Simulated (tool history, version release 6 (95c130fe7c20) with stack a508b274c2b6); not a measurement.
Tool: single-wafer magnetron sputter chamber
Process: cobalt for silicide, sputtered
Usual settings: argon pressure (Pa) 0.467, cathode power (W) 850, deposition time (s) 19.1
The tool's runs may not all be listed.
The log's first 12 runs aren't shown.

run,hour,argon pressure (Pa),cathode power (W),deposition time (s),wafers since the last listed run,wafers on the sputter target,hours since the last manometer calibration,hours since the magnet pack was replaced,hours since the gauge calibration,"read-back reference wafer on the same gauge, thickness_nm",mean film thickness on the monitor wafer (angstrom)
13,1063.2,0.370,850,19.1,1362,12253,229.8,4061.2,1551.8,9.704,81.62
# hour 1151.6: sputter target and shields replaced
14,1156.0,0.370,850,19.1,2650,137,322.6,4154.0,1644.6,9.698,83.93
15,1198.1,0.552,850,19.1,1315,1453,364.7,4196.1,1686.7,9.700,78.49
16,1270.4,0.552,850,19.1,2259,3713,437.0,4268.4,1759.0,9.700,77.90
17,1373.5,0.333,1000,17.5,3222,6935,540.1,4371.5,1862.1,9.701,91.09
# hour 1451.8: magnet pack replaced
18,1458.5,0.467,650,19.1,2406,9342,625.1,6.7,1947.1,9.703,61.59
19,1512.6,0.317,750,21.1,1691,11033,679.2,60.8,2001.2,9.702,81.74
20,1605.1,0.467,850,19.1,2891,13925,771.7,153.3,2093.7,9.702,78.06
# hour 1638.2: sputter target and shields replaced
21,1651.5,0.401,700,19.1,1200,415,818.1,199.7,2140.1,9.698,69.21
22,1740.1,0.286,850,15.8,2769,3184,906.7,288.3,2228.7,9.702,71.39
23,1835.6,0.546,750,18.1,2985,6170,1002.2,383.8,2324.2,9.697,65.85
24,1930.7,0.566,950,18.1,2972,9142,1097.3,478.9,2419.3,9.701,80.23
# hour 1945.4: capacitance manometer re-zeroed and calibrated
25,1966.7,0.640,950,16.3,875,10017,21.3,514.9,2455.3,9.697,70.75
# hour 2078.7: gauge calibrated
# hour 2092.1: sputter target and shields replaced
26,2139.8,0.467,850,19.1,5160,1492,194.4,688.0,61.1,9.708,80.75
27,2228.1,0.334,700,21.3,2760,4252,282.7,776.3,149.4,9.701,79.19
28,2284.4,0.467,850,19.1,1759,6012,339.0,832.6,205.7,9.699,80.35
29,2347.5,0.467,850,19.1,1972,7984,402.1,895.7,268.8,9.704,80.52
30,2404.8,0.467,850,19.1,1791,9775,459.4,953.0,326.1,9.705,79.07
31,2442.8,0.467,850,19.1,1187,10963,497.4,991.0,364.1,9.694,79.35
32,2546.0,0.467,850,19.1,3225,14189,600.6,1094.2,467.3,9.703,78.37
33,2632.4,0.289,850,19.1,2700,16890,687.0,1180.6,553.7,9.693,82.33

Forecast each of these 3 alternatives for the next run:
A,2632.8,0.467,850,19.1,12,16902,687.4,1181.0,554.1,?,?
B,2632.8,0.537,850,20.3,12,16902,687.4,1181.0,554.1,?,?
C,2632.8,0.467,1050,19.1,12,16902,687.4,1181.0,554.1,?,?

run,"read-back reference wafer on the same gauge, thickness_nm",mean film thickness on the monitor wafer (angstrom)
A,9.696,77.66
B,9.696,80.27
C,9.696,95.05
Without the tool's hidden state the same runs would have given:
run,mean film thickness on the monitor wafer (angstrom)
A,81.61
B,84.35
C,99.87
